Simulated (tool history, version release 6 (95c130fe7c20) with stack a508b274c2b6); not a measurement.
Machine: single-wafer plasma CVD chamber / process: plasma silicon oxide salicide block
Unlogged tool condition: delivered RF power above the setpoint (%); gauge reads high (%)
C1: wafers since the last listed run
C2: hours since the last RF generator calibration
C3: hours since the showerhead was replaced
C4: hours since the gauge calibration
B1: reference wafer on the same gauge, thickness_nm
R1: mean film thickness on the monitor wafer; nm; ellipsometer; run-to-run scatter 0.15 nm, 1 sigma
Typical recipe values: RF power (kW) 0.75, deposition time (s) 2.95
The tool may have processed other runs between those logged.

run 1 day=0 | RF_power_(kW)=0.75 deposition_time_(s)=2.74 | C1=0 C2=1452.3 C3=4912.8 C4=232.5 | B1=40.645 | R1=33.52
run 2 day=1.079 | RF_power_(kW)=0.75 deposition_time_(s)=2.95 | C1=609 C2=1478.2 C3=4938.7 C4=258.4 | B1=40.664 | R1=36.183
run 3 day=2.962 | RF_power_(kW)=0.75 deposition_time_(s)=2.95 | C1=1064 C2=1523.4 C3=4983.9 C4=303.6 | B1=40.76 | R1=36.58
run 4 day=5.858 | RF_power_(kW)=0.75 deposition_time_(s)=2.95 | C1=1636 C2=1592.9 C3=5053.4 C4=373.1 | B1=40.903 | R1=36.539
run 5 day=6.904 | RF_power_(kW)=0.75 deposition_time_(s)=2.62 | C1=590 C2=1618 C3=5078.5 C4=398.2 | B1=40.924 | R1=32.469
run 6 day=12.271 | RF_power_(kW)=0.75 deposition_time_(s)=2.62 | C1=3032 C2=1746.8 C3=5207.3 C4=527 | B1=41.071 | R1=32.538
run 7 day=14.542 | RF_power_(kW)=0.665 deposition_time_(s)=2.95 | C1=1283 C2=1801.3 C3=5261.8 C4=581.5 | B1=41.186 | R1=35.403
run 8 day=16.046 | RF_power_(kW)=0.665 deposition_time_(s)=2.95 | C1=849 C2=1837.4 C3=5297.9 C4=617.6 | B1=41.182 | R1=35.407
run 9 day=17.442 | RF_power_(kW)=0.665 deposition_time_(s)=2.95 | C1=788 C2=1870.9 C3=5331.4 C4=651.1 | B1=41.227 | R1=35.578
run 10 day=19.204 | RF_power_(kW)=0.635 deposition_time_(s)=2.95 | C1=995 C2=1913.2 C3=5373.7 C4=693.4 | B1=41.202 | R1=34.991
run 11 day=20.946 | RF_power_(kW)=0.75 deposition_time_(s)=2.95 | C1=984 C2=1955 C3=5415.5 C4=735.2 | B1=41.316 | R1=36.835
run 12 day=23.279 | RF_power_(kW)=0.835 deposition_time_(s)=2.95 | C1=1318 C2=2011 C3=5471.5 C4=791.2 | B1=41.288 | R1=38.187
run 13 day=25.629 | RF_power_(kW)=0.75 deposition_time_(s)=2.95 | C1=1327 C2=2067.4 C3=5527.9 C4=847.6 | B1=41.326 | R1=36.891
-- day=27.429 RF generator calibrated
run 14 day=27.892 | RF_power_(kW)=0.75 deposition_time_(s)=2.95 | C1=1090 C2=11.1 C3=5582.2 C4=901.9 | B1=41.361 | R1=37.038
run 15 day=30.592 | RF_power_(kW)=0.75 deposition_time_(s)=2.95 | C1=1525 C2=75.9 C3=5647 C4=966.7 | B1=41.389 | R1=36.927
run 16 day=33.429 | RF_power_(kW)=0.86 deposition_time_(s)=2.95 | C1=1603 C2=144 C3=5715.1 C4=1034.8 | B1=41.409 | R1=38.604
run 17 day=34.654 | RF_power_(kW)=0.86 deposition_time_(s)=2.95 | C1=692 C2=173.4 C3=5744.5 C4=1064.2 | B1=41.434 | R1=38.687
run 18 day=37.567 | RF_power_(kW)=0.86 deposition_time_(s)=2.95 | C1=1645 C2=243.3 C3=5814.4 C4=1134.1 | B1=41.476 | R1=38.569
run 19 day=43.425 | RF_power_(kW)=0.75 deposition_time_(s)=2.95 | C1=3310 C2=383.9 C3=5955 C4=1274.7 | B1=41.453 | R1=36.857
run 20 day=45.542 | RF_power_(kW)=0.75 deposition_time_(s)=2.95 | C1=1196 C2=434.7 C3=6005.8 C4=1325.5 | B1=41.525 | R1=36.959
run 21 day=47.154 | RF_power_(kW)=0.75 deposition_time_(s)=3.36 | C1=911 C2=473.4 C3=6044.5 C4=1364.2 | B1=41.505 | R1=41.699
-- day=48.5 showerhead replaced
run 22 day=48.692 | RF_power_(kW)=0.75 deposition_time_(s)=3.34 | C1=680 C2=510.3 C3=4.6 C4=1401.1 | B1=41.537 | R1=41.9
run 23 day=51.454 | RF_power_(kW)=0.75 deposition_time_(s)=2.95 | C1=1560 C2=576.6 C3=70.9 C4=1467.4 | B1=41.575 | R1=37.161
run 24 day=52.512 | RF_power_(kW)=0.75 deposition_time_(s)=2.95 | C1=598 C2=602 C3=96.3 C4=1492.8 | B1=41.496 | R1=37.074
-- day=52.708 gauge calibrated
run 25 day=54.104 | RF_power_(kW)=0.75 deposition_time_(s)=3.45 | C1=899 C2=640.2 C3=134.5 C4=33.5 | B1=40.035 | R1=41.618
run 26 day=56.533 | RF_power_(kW)=0.75 deposition_time_(s)=2.95 | C1=1372 C2=698.5 C3=192.8 C4=91.8 | B1=40.174 | R1=35.535
run 27 day=59.504 | RF_power_(kW)=0.705 deposition_time_(s)=2.78 | C1=1678 C2=769.8 C3=264.1 C4=163.1 | B1=40.374 | R1=33.394
run 28 day=62.1 | RF_power_(kW)=0.75 deposition_time_(s)=3.49 | C1=1466 C2=832.1 C3=326.4 C4=225.4 | B1=40.475 | R1=42.6
run 29 day=64 | RF_power_(kW)=0.86 deposition_time_(s)=2.95 | C1=1073 C2=877.7 C3=372 C4=271 | B1=40.58 | R1=37.905
run 30 day=65.388 | RF_power_(kW)=0.695 deposition_time_(s)=2.63 | C1=784 C2=911 C3=405.3 C4=304.3 | B1=40.631 | R1=31.545
run 31 day=66.65 | RF_power_(kW)=0.75 deposition_time_(s)=2.4 | C1=713 C2=941.3 C3=435.6 C4=334.6 | B1=40.699 | R1=29.579
run 32 day=68.154 | RF_power_(kW)=0.75 deposition_time_(s)=2.95 | C1=849 C2=977.4 C3=471.7 C4=370.7 | B1=40.775 | R1=36.3
run 33 day=70.167 | RF_power_(kW)=0.75 deposition_time_(s)=2.95 | C1=1137 C2=1025.7 C3=520 C4=419 | B1=40.799 | R1=36.538
run 34 day=72.1 | RF_power_(kW)=0.805 deposition_time_(s)=2.74 | C1=1092 C2=1072.1 C3=566.4 C4=465.4 | B1=40.909 | R1=34.54
run 35 day=73.925 | RF_power_(kW)=0.705 deposition_time_(s)=2.55 | C1=1031 C2=1115.9 C3=610.2 C4=509.2 | B1=40.957 | R1=31.064
run 36 day=76.404 | RF_power_(kW)=0.865 deposition_time_(s)=2.41 | C1=1400 C2=1175.4 C3=669.7 C4=568.7 | B1=40.985 | R1=31.109
run 37 day=79.188 | RF_power_(kW)=0.685 deposition_time_(s)=2.95 | C1=1572 C2=1242.2 C3=736.5 C4=635.5 | B1=41.057 | R1=35.458
run 38 day=84.708 | RF_power_(kW)=0.81 deposition_time_(s)=3.1 | C1=3119 C2=1374.7 C3=869 C4=768 | B1=41.179 | R1=39.882
run 39 day=86.012 | RF_power_(kW)=0.675 deposition_time_(s)=3.3 | C1=736 C2=1406 C3=900.3 C4=799.3 | B1=41.191 | R1=39.759
run 40 day=87.096 | RF_power_(kW)=0.75 deposition_time_(s)=2.95 | C1=612 C2=1432 C3=926.3 C4=825.3 | B1=41.199 | R1=36.745
run 41 day=88.167 | RF_power_(kW)=0.75 deposition_time_(s)=2.95 | C1=605 C2=1457.7 C3=952 C4=851 | B1=41.207 | R1=36.684
run 42 day=91.138 | RF_power_(kW)=0.685 deposition_time_(s)=3.42 | C1=1678 C2=1529 C3=1023.3 C4=922.3 | B1=41.249 | R1=41.582
run 43 day=93.45 | RF_power_(kW)=0.69 deposition_time_(s)=2.95 | C1=1306 C2=1584.5 C3=1078.8 C4=977.8 | B1=41.25 | R1=35.679

Entry by entry between the runs, the difference in hidden state between the last listed run before and the first listed run after:
In the gap between runs 13 and 14: RF generator calibrated (day 27.429)
  gauge reads high (%): 3.09 -> 3.16
  measured value less the no-hidden-state value, R1: +1.107 -> +1.135 nm
In the gap between runs 21 and 22: showerhead replaced (day 48.5)
  gauge reads high (%): 3.51 -> 3.52
  measured value less the no-hidden-state value, R1: +1.413 -> +1.426 nm
In the gap between runs 24 and 25: gauge calibrated (day 52.708)
  gauge reads high (%): 3.56 -> -0.302
  measured value less the no-hidden-state value, R1: +1.272 -> -0.126 nm

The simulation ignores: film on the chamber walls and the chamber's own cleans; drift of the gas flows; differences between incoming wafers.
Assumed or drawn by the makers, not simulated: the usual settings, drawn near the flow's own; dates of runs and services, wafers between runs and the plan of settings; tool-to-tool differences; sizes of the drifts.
